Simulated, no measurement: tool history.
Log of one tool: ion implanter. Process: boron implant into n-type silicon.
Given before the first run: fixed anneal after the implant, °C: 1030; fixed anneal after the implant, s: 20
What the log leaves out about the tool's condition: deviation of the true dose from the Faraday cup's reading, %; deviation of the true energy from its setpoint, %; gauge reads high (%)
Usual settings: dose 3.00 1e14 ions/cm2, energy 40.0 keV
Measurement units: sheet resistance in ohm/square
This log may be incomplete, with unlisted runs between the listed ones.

| run | hour | dose | energy | wafers since the last listed run | hours since the last dose calibration | hours since the extraction supply was calibrated | hours since the gauge calibration | read-back reference wafer on the same gauge, sheet resistance | sheet resistance |
|---|---|---|---|---|---|---|---|---|---|
| 1 | 0.0 | 2.61 | 40.0 | 0 | 708.6 | 2635.1 | 384.2 | 280.02 | 317.23 |
| 2 | 49.4 | 2.61 | 40.0 | 407 | 758.0 | 2684.5 | 433.6 | 279.92 | 317.83 |
| 3 | 155.6 | 2.61 | 40.0 | 876 | 864.2 | 2790.7 | 539.8 | 280.00 | 317.06 |
| 4 | 216.0 | 3.48 | 35.0 | 498 | 924.6 | 2851.1 | 600.2 | 280.17 | 255.10 |
| 5 | 289.6 | 3.48 | 35.0 | 607 | 998.2 | 2924.7 | 673.8 | 279.99 | 255.82 |
| 6 | 328.0 | 3.00 | 34.5 | 316 | 1036.6 | 2963.1 | 712.2 | 280.08 | 286.85 |
| 7 | 539.4 | 3.00 | 37.0 | 1744 | 1248.0 | 3174.5 | 923.6 | 279.92 | 284.69 |
| 8 | 623.6 | 3.00 | 40.0 | 694 | 1332.2 | 3258.7 | 1007.8 | 279.77 | 281.65 |
| 9 | 694.0 | 3.00 | 40.0 | 580 | 1402.6 | 3329.1 | 1078.2 | 279.86 | 280.85 |
|  | 747.3 | extraction supply calibrated |
| 10 | 760.8 | 3.00 | 40.0 | 485 | 1469.4 | 13.5 | 1145.0 | 280.15 | 279.41 |
|  | 780.7 | gauge calibrated |
|  | 790.0 | Faraday cup replaced and dose calibrated |
| 11 | 817.0 | 3.41 | 36.5 | 397 | 27.0 | 69.7 | 36.3 | 280.18 | 259.16 |
| 12 | 894.1 | 3.45 | 29.0 | 636 | 104.1 | 146.8 | 113.4 | 280.16 | 264.58 |
| 13 | 963.5 | 3.00 | 54.0 | 572 | 173.5 | 216.2 | 182.8 | 279.72 | 275.81 |
| 14 | 1042.1 | 3.27 | 29.0 | 648 | 252.1 | 294.8 | 261.4 | 280.13 | 276.53 |
| 15 | 1137.2 | 3.58 | 45.5 | 784 | 347.2 | 389.9 | 356.5 | 279.88 | 243.73 |
| 16 | 1174.7 | 3.69 | 46.5 | 309 | 384.7 | 427.4 | 394.0 | 280.00 | 237.35 |
| 17 | 1229.8 | 2.62 | 46.5 | 454 | 439.8 | 482.5 | 449.1 | 280.05 | 312.99 |
| 18 | 1327.0 | 3.51 | 28.0 | 801 | 537.0 | 579.7 | 546.3 | 280.15 | 260.22 |
| 19 | 1372.2 | 3.00 | 40.0 | 372 | 582.2 | 624.9 | 591.5 | 280.04 | 284.43 |
| 20 | 1460.9 | 2.62 | 46.5 | 731 | 670.9 | 713.6 | 680.2 | 280.02 | 310.28 |
| 21 | 1566.0 | 3.63 | 46.5 | 867 | 776.0 | 818.7 | 785.3 | 279.78 | 239.13 |

Measured result minus the same run's result without the hidden state. Both carry the same run-to-run variation, though not necessarily the same gauge scatter:
| run | sheet resistance |
|---|---|
| 1 | -2.32 |
| 2 | -2.57 |
| 3 | -3.13 |
| 4 | -2.91 |
| 5 | -3.31 |
| 6 | -3.91 |
| 7 | -5.32 |
| 8 | -5.90 |
| 9 | -6.46 |
| 10 | -7.00 |
| 11 | -0.28 |
| 12 | -0.32 |
| 13 | -0.38 |
| 14 | -0.48 |
| 15 | -0.58 |
| 16 | -0.64 |
| 17 | -0.94 |
| 18 | -1.08 |
| 19 | -1.32 |
| 20 | -1.75 |
| 21 | -1.81 |
